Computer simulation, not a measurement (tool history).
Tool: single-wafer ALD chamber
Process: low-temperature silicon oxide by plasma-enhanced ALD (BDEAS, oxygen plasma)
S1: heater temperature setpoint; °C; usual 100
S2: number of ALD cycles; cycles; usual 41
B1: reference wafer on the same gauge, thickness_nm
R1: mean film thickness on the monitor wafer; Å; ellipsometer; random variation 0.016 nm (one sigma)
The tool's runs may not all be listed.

run 1 hour=0 | S1=100 S2=41 | B1=7.268 | R1=62.3
run 2 hour=7.7 | S1=100 S2=41 | B1=7.272 | R1=62.2
run 3 hour=20.4 | S1=100 S2=41 | B1=7.262 | R1=62.19
run 4 hour=27.1 | S1=100 S2=36 | B1=7.27 | R1=54.45
run 5 hour=40.1 | S1=100 S2=36 | B1=7.272 | R1=55.07
run 6 hour=54.1 | S1=100 S2=41 | B1=7.263 | R1=62.52
run 7 hour=67 | S1=100 S2=41 | B1=7.269 | R1=62.35
run 8 hour=78.7 | S1=100 S2=41 | B1=7.271 | R1=62.31
run 9 hour=91.9 | S1=100 S2=38 | B1=7.263 | R1=57.64
run 10 hour=98.4 | S1=100 S2=44 | B1=7.267 | R1=66.72
run 11 hour=107 | S1=100 S2=44 | B1=7.271 | R1=67.16
run 12 hour=115.9 | S1=103 S2=41 | B1=7.273 | R1=61.78
run 13 hour=129.9 | S1=103 S2=41 | B1=7.268 | R1=61.63
run 14 hour=143 | S1=103 S2=41 | B1=7.277 | R1=62.06
run 15 hour=152.7 | S1=90 S2=41 | B1=7.27 | R1=64.9
run 16 hour=168.2 | S1=100 S2=41 | B1=7.264 | R1=62.14
run 17 hour=176.2 | S1=100 S2=41 | B1=7.27 | R1=62.64
run 18 hour=189.6 | S1=100 S2=41 | B1=7.276 | R1=62.35
run 19 hour=204 | S1=100 S2=41 | B1=7.272 | R1=62.33
run 20 hour=217.4 | S1=100 S2=41 | B1=7.271 | R1=62.63
run 21 hour=225.1 | S1=100 S2=43 | B1=7.27 | R1=65.36
run 22 hour=236.4 | S1=100 S2=46 | B1=7.269 | R1=69.55
run 23 hour=251.4 | S1=100 S2=46 | B1=7.27 | R1=69.87
run 24 hour=259.1 | S1=90 S2=35 | B1=7.271 | R1=55.23
run 25 hour=265.2 | S1=109 S2=45 | B1=7.269 | R1=67.55
run 26 hour=282.7 | S1=100 S2=41 | B1=7.271 | R1=62.67
run 27 hour=291.1 | S1=104 S2=36 | B1=7.269 | R1=54.24
run 28 hour=306.9 | S1=100 S2=41 | B1=7.274 | R1=62.43
run 29 hour=349.2 | S1=109 S2=45 | B1=7.27 | R1=67.17
run 30 hour=358.4 | S1=100 S2=37 | B1=7.265 | R1=56.31
run 31 hour=367.5 | S1=104 S2=47 | B1=7.271 | R1=70.88
run 32 hour=382.9 | S1=90 S2=45 | B1=7.274 | R1=71.34
run 33 hour=392.6 | S1=89 S2=37 | B1=7.269 | R1=58.83
run 34 hour=409.8 | S1=112 S2=37 | B1=7.268 | R1=54.97
run 35 hour=417.6 | S1=92 S2=44 | B1=7.269 | R1=69.07
run 36 hour=425.3 | S1=113 S2=35 | B1=7.27 | R1=51.87
run 37 hour=432.8 | S1=108 S2=33 | B1=7.27 | R1=49.43
run 38 hour=443.9 | S1=112 S2=46 | B1=7.268 | R1=68.25
run 39 hour=459.9 | S1=100 S2=41 | B1=7.272 | R1=62.43
run 40 hour=471.1 | S1=96 S2=37 | B1=7.27 | R1=57.41
run 41 hour=486.1 | S1=87 S2=38 | B1=7.268 | R1=60.96
run 42 hour=502.2 | S1=107 S2=39 | B1=7.273 | R1=58.47
run 43 hour=519 | S1=89 S2=33 | B1=7.267 | R1=52.34
run 44 hour=532.2 | S1=108 S2=35 | B1=7.272 | R1=52.43
run 45 hour=538.7 | S1=100 S2=41 | B1=7.272 | R1=62.07
run 46 hour=560.2 | S1=105 S2=36 | B1=7.266 | R1=54.23
run 47 hour=568 | S1=100 S2=41 | B1=7.266 | R1=62.18

Taken out of this log: 2 entries between the listed runs. Where each belongs, and how the hidden state differs across it:
Between runs 28 and 29: thermocouple changed; heater temperature recalibrated (hour 316.9); gauge calibrated (hour 336.4)
  no hidden state differs between the two runs

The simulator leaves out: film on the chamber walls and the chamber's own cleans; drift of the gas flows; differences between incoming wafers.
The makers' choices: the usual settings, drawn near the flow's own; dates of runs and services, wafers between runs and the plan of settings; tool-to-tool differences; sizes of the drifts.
